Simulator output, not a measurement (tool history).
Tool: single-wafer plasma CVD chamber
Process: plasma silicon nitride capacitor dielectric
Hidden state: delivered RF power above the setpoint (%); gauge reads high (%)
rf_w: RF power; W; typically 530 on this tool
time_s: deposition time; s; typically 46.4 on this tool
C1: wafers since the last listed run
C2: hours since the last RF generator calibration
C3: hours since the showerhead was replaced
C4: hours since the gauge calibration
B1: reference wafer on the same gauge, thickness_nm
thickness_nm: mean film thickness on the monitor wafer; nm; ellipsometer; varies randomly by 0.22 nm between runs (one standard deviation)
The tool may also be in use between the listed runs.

Run 1, hour 0: usual settings but rf_w 465 W; C1 0; C2 1360.8; C3 5300.5; C4 476.1; B1 64.71. Result: thickness_nm 70.048 nm.
Run 2, hour 31.6: usual settings but rf_w 465 W; C1 682; C2 1392.4; C3 5332.1; C4 507.7; B1 64.703. Result: thickness_nm 70.128 nm.
Run 3, hour 58.8: usual settings but rf_w 465 W; C1 587; C2 1419.6; C3 5359.3; C4 534.9; B1 64.726. Result: thickness_nm 70.401 nm.
Run 4, hour 106.6: usual settings but time_s 50.5 s; C1 1032; C2 1467.4; C3 5407.1; C4 582.7; B1 64.735. Result: thickness_nm 80.004 nm.
Run 5, hour 178.3: usual settings but time_s 50.5 s; C1 1548; C2 1539.1; C3 5478.8; C4 654.4; B1 64.7. Result: thickness_nm 79.951 nm.
Run 6, hour 250.2: usual settings but time_s 50.5 s; C1 1552; C2 1611; C3 5550.7; C4 726.3; B1 64.693. Result: thickness_nm 80.246 nm.
Run 7, hour 312.2: usual settings but rf_w 570 W; C1 1338; C2 1673; C3 5612.7; C4 788.3; B1 64.69. Result: thickness_nm 75.174 nm.
Run 8, hour 367.1: usual settings but rf_w 570 W; C1 1185; C2 1727.9; C3 5667.6; C4 843.2; B1 64.759. Result: thickness_nm 75.488 nm.
At hour 370.8: gauge calibrated.
Run 9, hour 407: usual settings but rf_w 465 W; C1 861; C2 1767.8; C3 5707.5; C4 36.2; B1 64.73. Result: thickness_nm 70.341 nm.
Run 10, hour 434.5: usual settings but rf_w 600 W, time_s 52.5 s; C1 593; C2 1795.3; C3 5735; C4 63.7; B1 64.713. Result: thickness_nm 86.649 nm.
At hour 450.3: RF generator calibrated.
Run 11, hour 469.9: usual settings but rf_w 440 W, time_s 40.1 s; C1 591; C2 19.6; C3 5770.4; C4 99.1; B1 64.732. Result: thickness_nm 60.591 nm.
Run 12, hour 675.8: usual settings but rf_w 455 W, time_s 39.7 s; C1 4445; C2 225.5; C3 5976.3; C4 305; B1 64.738. Result: thickness_nm 60.795 nm.
At hour 699.3: showerhead replaced.
Run 13, hour 717.2: usual settings but rf_w 460 W; C1 721; C2 266.9; C3 17.9; C4 346.4; B1 64.74. Result: thickness_nm 71.251 nm.
Run 14, hour 763.5: usual settings but rf_w 470 W, time_s 39 s; C1 999; C2 313.2; C3 64.2; C4 392.7; B1 64.741. Result: thickness_nm 60.216 nm.
Run 15, hour 833.9: usual settings but time_s 39.5 s; C1 1520; C2 383.6; C3 134.6; C4 463.1; B1 64.735. Result: thickness_nm 63.771 nm.
Run 16, hour 900.1: usual settings but rf_w 625 W, time_s 43.7 s; C1 1429; C2 449.8; C3 200.8; C4 529.3; B1 64.658. Result: thickness_nm 74.575 nm.

4 ways to go on from here, each from the tool as it stands after run 16. What would each give?
Run A, hour 900.5: usual settings but rf_w 600 W; C1 8; C2 450.2; C3 201.2; C4 529.7; B1 ?. Result: thickness_nm ?.
Run B, hour 900.5: usual settings but rf_w 440 W, time_s 55.2 s; C1 8; C2 450.2; C3 201.2; C4 529.7; B1 ?. Result: thickness_nm ?.
Run C, hour 900.5: usual settings but rf_w 430 W, time_s 39 s; C1 8; C2 450.2; C3 201.2; C4 529.7; B1 ?. Result: thickness_nm ?.
Run D, hour 900.5: usual settings but rf_w 435 W, time_s 53.5 s; C1 8; C2 450.2; C3 201.2; C4 529.7; B1 ?. Result: thickness_nm ?.

run      B1  thickness_nm
  A  64.694        78.094
  B  64.694        83.009
  C  64.694        58.142
  D  64.694        80.107
Had the tool no hidden state, the same runs would have come out as:
run  thickness_nm
  A        78.833
  B        83.795
  C        58.692
  D        80.866

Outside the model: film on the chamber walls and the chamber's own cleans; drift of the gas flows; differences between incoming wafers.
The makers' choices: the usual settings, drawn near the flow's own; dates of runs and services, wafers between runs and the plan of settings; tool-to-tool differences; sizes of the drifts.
